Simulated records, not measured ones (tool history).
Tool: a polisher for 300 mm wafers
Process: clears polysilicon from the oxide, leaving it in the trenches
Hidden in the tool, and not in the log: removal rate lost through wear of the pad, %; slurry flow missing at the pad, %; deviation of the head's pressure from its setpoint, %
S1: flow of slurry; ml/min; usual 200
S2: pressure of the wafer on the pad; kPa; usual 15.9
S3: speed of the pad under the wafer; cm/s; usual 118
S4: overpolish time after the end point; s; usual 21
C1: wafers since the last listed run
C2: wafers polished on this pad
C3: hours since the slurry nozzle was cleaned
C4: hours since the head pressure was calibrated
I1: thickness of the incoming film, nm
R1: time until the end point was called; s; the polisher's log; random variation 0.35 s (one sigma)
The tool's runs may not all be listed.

run 1 hour=0.0 | S1=200 S2=15.9 S3=118 S4=21 | C1=0 C2=1335 C3=438.0 C4=44.5 | I1=409.1 | R1=31.3
run 2 hour=6.5 | S1=200 S2=15.9 S3=118 S4=21 | C1=74 C2=1409 C3=444.5 C4=51.0 | I1=407.4 | R1=31.4
run 3 hour=13.1 | S1=230 S2=12.4 S3=118 S4=21 | C1=75 C2=1485 C3=451.1 C4=57.6 | I1=410.1 | R1=40.6
-- hour=22.1 worn pad replaced by a new one
run 4 hour=23.0 | S1=230 S2=12.4 S3=118 S4=21 | C1=67 C2=10 C3=461.0 C4=67.5 | I1=414.6 | R1=36.0
run 5 hour=71.0 | S1=230 S2=12.4 S3=118 S4=21 | C1=551 C2=561 C3=509.0 C4=115.5 | I1=410.4 | R1=40.0
run 6 hour=80.8 | S1=200 S2=15.9 S3=118 S4=21 | C1=112 C2=674 C3=518.8 C4=125.3 | I1=413.2 | R1=31.9
run 7 hour=96.2 | S1=200 S2=15.9 S3=118 S4=21 | C1=176 C2=851 C3=534.2 C4=140.7 | I1=407.6 | R1=32.1
run 8 hour=103.0 | S1=200 S2=20.0 S3=130 S4=21 | C1=78 C2=929 C3=541.0 C4=147.5 | I1=404.4 | R1=23.0
run 9 hour=119.7 | S1=200 S2=20.0 S3=130 S4=21 | C1=191 C2=1120 C3=557.7 C4=164.2 | I1=408.3 | R1=23.5
run 10 hour=132.0 | S1=200 S2=20.0 S3=130 S4=21 | C1=141 C2=1262 C3=570.0 C4=176.5 | I1=413.1 | R1=23.4
-- hour=140.3 worn pad replaced by a new one
run 11 hour=144.8 | S1=200 S2=15.9 S3=118 S4=24 | C1=101 C2=52 C3=582.8 C4=189.3 | I1=408.0 | R1=29.4
run 12 hour=157.7 | S1=200 S2=15.9 S3=118 S4=24 | C1=148 C2=200 C3=595.7 C4=202.2 | I1=415.6 | R1=30.2
run 13 hour=174.4 | S1=200 S2=15.9 S3=118 S4=24 | C1=191 C2=392 C3=612.4 C4=218.9 | I1=417.0 | R1=31.7
run 14 hour=187.7 | S1=200 S2=15.9 S3=118 S4=21 | C1=152 C2=544 C3=625.7 C4=232.2 | I1=407.0 | R1=31.8
run 15 hour=204.8 | S1=200 S2=15.9 S3=118 S4=28 | C1=196 C2=741 C3=642.8 C4=249.3 | I1=412.0 | R1=32.3
run 16 hour=217.0 | S1=200 S2=15.9 S3=118 S4=28 | C1=140 C2=881 C3=655.0 C4=261.5 | I1=405.1 | R1=31.8
-- hour=230.8 slurry nozzle cleaned
run 17 hour=231.3 | S1=180 S2=15.9 S3=144 S4=21 | C1=152 C2=1033 C3=0.5 C4=275.8 | I1=418.4 | R1=28.1
run 18 hour=244.8 | S1=200 S2=11.7 S3=118 S4=21 | C1=155 C2=1188 C3=14.0 C4=289.3 | I1=410.7 | R1=44.5
run 19 hour=256.4 | S1=200 S2=15.9 S3=118 S4=26 | C1=133 C2=1322 C3=25.6 C4=300.9 | I1=410.9 | R1=33.3
-- hour=267.0 worn pad replaced by a new one
run 20 hour=271.8 | S1=200 S2=15.9 S3=118 S4=21 | C1=130 C2=55 C3=41.0 C4=316.3 | I1=408.3 | R1=30.3
run 21 hour=282.3 | S1=200 S2=12.4 S3=144 S4=28 | C1=120 C2=176 C3=51.5 C4=326.8 | I1=403.5 | R1=32.8
run 22 hour=299.4 | S1=240 S2=13.1 S3=78 S4=32 | C1=196 C2=372 C3=68.6 C4=343.9 | I1=410.1 | R1=55.9
run 23 hour=309.4 | S1=220 S2=15.9 S3=118 S4=21 | C1=114 C2=487 C3=78.6 C4=353.9 | I1=410.3 | R1=32.4
run 24 hour=323.2 | S1=200 S2=11.0 S3=118 S4=30 | C1=158 C2=645 C3=92.4 C4=367.7 | I1=415.9 | R1=47.6
run 25 hour=337.9 | S1=230 S2=20.0 S3=156 S4=15 | C1=168 C2=814 C3=107.1 C4=382.4 | I1=408.1 | R1=20.2
-- hour=343.1 head pressure recalibrated
run 26 hour=348.9 | S1=200 S2=15.9 S3=118 S4=26 | C1=103 C2=918 C3=118.1 C4=5.8 | I1=414.1 | R1=30.3
run 27 hour=358.6 | S1=200 S2=15.9 S3=118 S4=21 | C1=111 C2=1029 C3=127.8 C4=15.5 | I1=405.8 | R1=29.4
run 28 hour=373.9 | S1=200 S2=19.3 S3=118 S4=31 | C1=175 C2=1205 C3=143.1 C4=30.8 | I1=409.0 | R1=24.7
run 29 hour=380.1 | S1=200 S2=15.9 S3=118 S4=21 | C1=71 C2=1276 C3=149.3 C4=37.0 | I1=406.5 | R1=29.6
run 30 hour=392.9 | S1=200 S2=15.9 S3=102 S4=13 | C1=146 C2=1423 C3=162.1 C4=49.8 | I1=406.9 | R1=34.4
-- hour=399.6 worn pad replaced by a new one
run 31 hour=404.6 | S1=200 S2=15.9 S3=118 S4=21 | C1=88 C2=56 C3=173.8 C4=61.5 | I1=410.4 | R1=28.6
run 32 hour=420.0 | S1=170 S2=15.9 S3=142 S4=21 | C1=176 C2=233 C3=189.2 C4=76.9 | I1=410.0 | R1=25.8
run 33 hour=437.2 | S1=200 S2=15.9 S3=118 S4=21 | C1=197 C2=431 C3=206.4 C4=94.1 | I1=402.8 | R1=30.9

Some steps in R1 between neighbouring runs. How much of each would the tool show without its hidden state too (settings, what came in, random variation), and how much is left for the hidden state, with any gauge scatter that isn't in both results?
Run 3 -> 4: worn pad replaced by a new one. R1 -4.6 s: hidden state -4.1, all else -0.5.
Run 21 -> 22: S1 200 -> 240, S2 12.4 -> 13.1, S3 144 -> 78, S4 28 -> 32. R1 +23.1 s: hidden state +4.5, all else +18.6.
Run 22 -> 23: S1 240 -> 220, S2 13.1 -> 15.9, S3 78 -> 118, S4 32 -> 21. R1 -23.5 s: hidden state -3.6, all else -19.9.
Run 24 -> 25: S1 200 -> 230, S2 11.0 -> 20.0, S3 118 -> 156, S4 30 -> 15. R1 -27.4 s: hidden state -5.0, all else -22.4.

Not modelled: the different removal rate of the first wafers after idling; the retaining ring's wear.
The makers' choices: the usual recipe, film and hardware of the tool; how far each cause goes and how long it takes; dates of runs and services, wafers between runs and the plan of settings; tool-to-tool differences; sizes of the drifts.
